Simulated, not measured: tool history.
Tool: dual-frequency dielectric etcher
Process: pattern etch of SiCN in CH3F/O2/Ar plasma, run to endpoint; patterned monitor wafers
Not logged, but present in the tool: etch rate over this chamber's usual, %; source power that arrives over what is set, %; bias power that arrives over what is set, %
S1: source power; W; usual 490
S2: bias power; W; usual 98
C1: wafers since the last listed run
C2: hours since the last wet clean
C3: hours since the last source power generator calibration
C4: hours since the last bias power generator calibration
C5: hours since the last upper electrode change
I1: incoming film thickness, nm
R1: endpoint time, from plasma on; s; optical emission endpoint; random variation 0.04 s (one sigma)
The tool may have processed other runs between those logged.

run	hour	S1	S2	C1	C2	C3	C4	C5	I1	R1
1	0	490	98	0	273	2749.4	963	4191	5.92	13.4
2	85.4	490	98	1146	358.4	2834.8	1048.4	4276.4	5.92	13.3
3	134.5	490	98	659	407.5	2883.9	1097.5	4325.5	5.93	13.3
4	219	490	113	1134	492	2968.4	1182	4410	5.93	12.7
# hour 298.7: wet clean of the chamber
5	324.5	550	98	1094	25.8	3073.9	1287.5	4515.5	5.9	13.1
6	377.9	490	98	717	79.2	3127.3	1340.9	4568.9	5.87	13.5
7	420.3	490	98	569	121.6	3169.7	1383.3	4611.3	5.87	13.4
8	489.5	420	84	929	190.8	3238.9	1452.5	4680.5	5.9	14.8
9	529.2	420	84	533	230.5	3278.6	1492.2	4720.2	5.95	14.8
10	565.4	420	84	486	266.7	3314.8	1528.4	4756.4	5.86	14.6
11	630.7	490	93	876	332	3380.1	1593.7	4821.7	5.86	13.4
12	702.5	490	93	964	403.8	3451.9	1665.5	4893.5	5.96	13.6
# hour 759.3: upper electrode replaced
13	762.3	560	98	480	463.6	3511.7	1725.3	3	5.91	12.7
# hour 826.6: wet clean of the chamber
14	861.4	560	98	1008	34.8	3610.8	1824.4	102.1	5.92	13.1
# hour 1080.6: bias power generator calibrated
15	1099.6	560	98	3145	273	3849	19	340.3	5.93	12.7
16	1181.8	490	98	1103	355.2	3931.2	101.2	422.5	5.86	13
17	1265.2	490	107	1120	438.6	4014.6	184.6	505.9	5.92	12.8
# hour 1274.4: source power generator calibrated
18	1306.2	560	79	496	479.6	31.8	225.6	546.9	5.94	13.3
# hour 1340.9: wet clean of the chamber
19	1389.3	370	77	793	48.4	114.9	308.7	630	5.87	15.8
20	1454.9	550	98	880	114	180.5	374.3	695.6	5.88	12.9
21	1561.9	450	98	1436	221	287.5	481.3	802.6	5.93	13.8
22	1645	490	98	1115	304.1	370.6	564.4	885.7	5.92	13.4
23	1749.8	420	77	1407	408.9	475.4	669.2	990.5	5.92	14.9
# hour 1804.9: wet clean of the chamber
24	1822.7	490	98	656	17.8	548.3	742.1	1063.4	5.85	13.5
25	1882.6	400	76	804	77.7	608.2	802	1123.3	5.95	15.7
26	1924.1	560	98	557	119.2	649.7	843.5	1164.8	5.89	13
27	2015.9	530	98	1232	211	741.5	935.3	1256.6	5.93	13.2
28	2085.4	490	119	933	280.5	811	1004.8	1326.1	5.92	12.7
29	2130.1	490	84	600	325.2	855.7	1049.5	1370.8	5.86	13.7
30	2228.4	590	77	1320	423.5	954	1147.8	1469.1	5.9	13.3
# hour 2352.8: wet clean of the chamber
31	2353.3	410	111	1355	0.5	1078.9	1272.7	1594	5.9	14

Results per run with the tool's hidden condition removed, run-to-run variation unchanged:
run	R1
1	13.5
2	13.5
3	13.6
4	13
5	13
6	13.4
7	13.4
8	14.9
9	14.9
10	14.7
11	13.6
12	13.8
13	12.9
14	13
15	13
16	13.4
17	13.2
18	13.8
19	15.7
20	12.9
21	13.9
22	13.6
23	15.2
24	13.4
25	15.6
26	12.9
27	13.2
28	12.8
29	13.9
30	13.5
31	13.8
